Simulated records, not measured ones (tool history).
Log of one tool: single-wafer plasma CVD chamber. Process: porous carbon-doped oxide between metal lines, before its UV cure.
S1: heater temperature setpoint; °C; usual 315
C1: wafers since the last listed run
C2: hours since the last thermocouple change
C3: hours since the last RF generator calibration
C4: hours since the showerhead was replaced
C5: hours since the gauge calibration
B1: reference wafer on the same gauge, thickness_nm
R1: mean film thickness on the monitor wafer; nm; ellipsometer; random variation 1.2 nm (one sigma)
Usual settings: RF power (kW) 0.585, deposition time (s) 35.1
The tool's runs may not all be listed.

run 1 day=0.000 | S1=315 RF_power_(kW)=0.585 deposition_time_(s)=35.1 | C1=0 C2=827.9 C3=103.4 C4=87.3 C5=87.2 | B1=218.849 | R1=209.162
run 2 day=0.529 | S1=321 RF_power_(kW)=0.505 deposition_time_(s)=35.1 | C1=170 C2=840.6 C3=116.1 C4=100.0 C5=99.9 | B1=219.321 | R1=184.468
run 3 day=1.617 | S1=315 RF_power_(kW)=0.585 deposition_time_(s)=35.1 | C1=349 C2=866.7 C3=142.2 C4=126.1 C5=126.0 | B1=218.879 | R1=210.815
run 4 day=2.596 | S1=320 RF_power_(kW)=0.585 deposition_time_(s)=35.1 | C1=314 C2=890.2 C3=165.7 C4=149.6 C5=149.5 | B1=218.929 | R1=206.625
run 5 day=3.558 | S1=315 RF_power_(kW)=0.650 deposition_time_(s)=35.1 | C1=309 C2=913.3 C3=188.8 C4=172.7 C5=172.6 | B1=218.913 | R1=227.146
run 6 day=4.304 | S1=315 RF_power_(kW)=0.585 deposition_time_(s)=35.1 | C1=239 C2=931.2 C3=206.7 C4=190.6 C5=190.5 | B1=219.219 | R1=211.486
run 7 day=4.808 | S1=315 RF_power_(kW)=0.585 deposition_time_(s)=35.1 | C1=162 C2=943.3 C3=218.8 C4=202.7 C5=202.6 | B1=218.977 | R1=213.905
run 8 day=5.575 | S1=315 RF_power_(kW)=0.585 deposition_time_(s)=35.1 | C1=246 C2=961.7 C3=237.2 C4=221.1 C5=221.0 | B1=218.968 | R1=210.599
run 9 day=6.154 | S1=315 RF_power_(kW)=0.585 deposition_time_(s)=35.1 | C1=186 C2=975.6 C3=251.1 C4=235.0 C5=234.9 | B1=218.883 | R1=211.207
run 10 day=9.096 | S1=315 RF_power_(kW)=0.585 deposition_time_(s)=35.1 | C1=945 C2=1046.2 C3=321.7 C4=305.6 C5=305.5 | B1=219.195 | R1=210.648
-- day=10.379 thermocouple changed; heater temperature recalibrated
run 11 day=10.467 | S1=329 RF_power_(kW)=0.470 deposition_time_(s)=35.1 | C1=333 C2=2.1 C3=354.6 C4=338.5 C5=338.4 | B1=219.265 | R1=161.659
run 12 day=11.592 | S1=315 RF_power_(kW)=0.585 deposition_time_(s)=35.1 | C1=361 C2=29.1 C3=381.6 C4=365.5 C5=365.4 | B1=219.009 | R1=201.679
run 13 day=12.342 | S1=326 RF_power_(kW)=0.695 deposition_time_(s)=28.2 | C1=241 C2=47.1 C3=399.6 C4=383.5 C5=383.4 | B1=218.879 | R1=177.214
run 14 day=13.004 | S1=328 RF_power_(kW)=0.555 deposition_time_(s)=38.4 | C1=213 C2=63.0 C3=415.5 C4=399.4 C5=399.3 | B1=218.674 | R1=201.166
run 15 day=13.525 | S1=315 RF_power_(kW)=0.585 deposition_time_(s)=35.1 | C1=167 C2=75.5 C3=428.0 C4=411.9 C5=411.8 | B1=219.179 | R1=203.746
run 16 day=14.050 | S1=306 RF_power_(kW)=0.510 deposition_time_(s)=35.1 | C1=168 C2=88.1 C3=440.6 C4=424.5 C5=424.4 | B1=219.133 | R1=193.172
run 17 day=15.417 | S1=315 RF_power_(kW)=0.585 deposition_time_(s)=35.1 | C1=439 C2=120.9 C3=473.4 C4=457.3 C5=457.2 | B1=218.845 | R1=205.506
run 18 day=16.488 | S1=319 RF_power_(kW)=0.585 deposition_time_(s)=35.1 | C1=344 C2=146.6 C3=499.1 C4=483.0 C5=482.9 | B1=218.987 | R1=200.951
run 19 day=17.638 | S1=315 RF_power_(kW)=0.585 deposition_time_(s)=35.1 | C1=369 C2=174.2 C3=526.7 C4=510.6 C5=510.5 | B1=219.180 | R1=205.543
run 20 day=18.683 | S1=306 RF_power_(kW)=0.505 deposition_time_(s)=40.5 | C1=336 C2=199.3 C3=551.8 C4=535.7 C5=535.6 | B1=218.705 | R1=221.437
-- day=18.938 gauge calibrated
run 21 day=20.046 | S1=315 RF_power_(kW)=0.585 deposition_time_(s)=35.1 | C1=438 C2=232.0 C3=584.5 C4=568.4 C5=26.6 | B1=218.550 | R1=204.643
run 22 day=20.700 | S1=304 RF_power_(kW)=0.530 deposition_time_(s)=39.1 | C1=210 C2=247.7 C3=600.2 C4=584.1 C5=42.3 | B1=219.025 | R1=225.202
run 23 day=23.117 | S1=315 RF_power_(kW)=0.585 deposition_time_(s)=31.3 | C1=777 C2=305.7 C3=658.2 C4=642.1 C5=100.3 | B1=219.176 | R1=185.463
run 24 day=23.754 | S1=315 RF_power_(kW)=0.585 deposition_time_(s)=35.1 | C1=204 C2=321.0 C3=673.5 C4=657.4 C5=115.6 | B1=219.159 | R1=207.989
run 25 day=24.592 | S1=315 RF_power_(kW)=0.520 deposition_time_(s)=31.8 | C1=269 C2=341.1 C3=693.6 C4=677.5 C5=135.7 | B1=218.693 | R1=171.595
run 26 day=25.233 | S1=315 RF_power_(kW)=0.585 deposition_time_(s)=35.1 | C1=206 C2=356.5 C3=709.0 C4=692.9 C5=151.1 | B1=218.903 | R1=206.592
run 27 day=25.883 | S1=302 RF_power_(kW)=0.500 deposition_time_(s)=38.3 | C1=209 C2=372.1 C3=724.6 C4=708.5 C5=166.7 | B1=219.372 | R1=214.484
run 28 day=26.504 | S1=315 RF_power_(kW)=0.630 deposition_time_(s)=32.0 | C1=199 C2=387.0 C3=739.5 C4=723.4 C5=181.6 | B1=218.945 | R1=197.499
run 29 day=27.733 | S1=330 RF_power_(kW)=0.645 deposition_time_(s)=32.8 | C1=395 C2=416.5 C3=769.0 C4=752.9 C5=211.1 | B1=219.264 | R1=193.417
run 30 day=29.038 | S1=315 RF_power_(kW)=0.585 deposition_time_(s)=35.1 | C1=419 C2=447.8 C3=800.3 C4=784.2 C5=242.4 | B1=218.907 | R1=206.865
run 31 day=29.808 | S1=315 RF_power_(kW)=0.585 deposition_time_(s)=35.1 | C1=247 C2=466.3 C3=818.8 C4=802.7 C5=260.9 | B1=219.256 | R1=206.933
run 32 day=30.412 | S1=324 RF_power_(kW)=0.685 deposition_time_(s)=40.3 | C1=194 C2=480.8 C3=833.3 C4=817.2 C5=275.4 | B1=218.921 | R1=251.832
run 33 day=31.079 | S1=310 RF_power_(kW)=0.515 deposition_time_(s)=37.6 | C1=214 C2=496.8 C3=849.3 C4=833.2 C5=291.4 | B1=218.891 | R1=205.851

5 ways to go on from here, each from the tool as it stands after run 33. What would each give?
run A day=31.096 | S1=303 RF_power_(kW)=0.585 deposition_time_(s)=35.1 | C1=5 C2=497.2 C3=849.7 C4=833.6 C5=291.8 | B1=? | R1=?
run B day=31.096 | S1=306 RF_power_(kW)=0.525 deposition_time_(s)=28.4 | C1=5 C2=497.2 C3=849.7 C4=833.6 C5=291.8 | B1=? | R1=?
run C day=31.096 | S1=325 RF_power_(kW)=0.585 deposition_time_(s)=35.1 | C1=5 C2=497.2 C3=849.7 C4=833.6 C5=291.8 | B1=? | R1=?
run D day=31.096 | S1=315 RF_power_(kW)=0.585 deposition_time_(s)=31.8 | C1=5 C2=497.2 C3=849.7 C4=833.6 C5=291.8 | B1=? | R1=?
run E day=31.096 | S1=315 RF_power_(kW)=0.540 deposition_time_(s)=35.1 | C1=5 C2=497.2 C3=849.7 C4=833.6 C5=291.8 | B1=? | R1=?

run=A B1=219.287 R1=220.737
run=B B1=219.287 R1=163.711
run=C B1=219.287 R1=198.039
run=D B1=219.287 R1=188.709
run=E B1=219.287 R1=196.166
Without the tool's hidden state the same runs would have given:
run=A R1=217.064
run=B R1=161.012
run=C R1=195.118
run=D R1=185.766
run=E R1=193.107
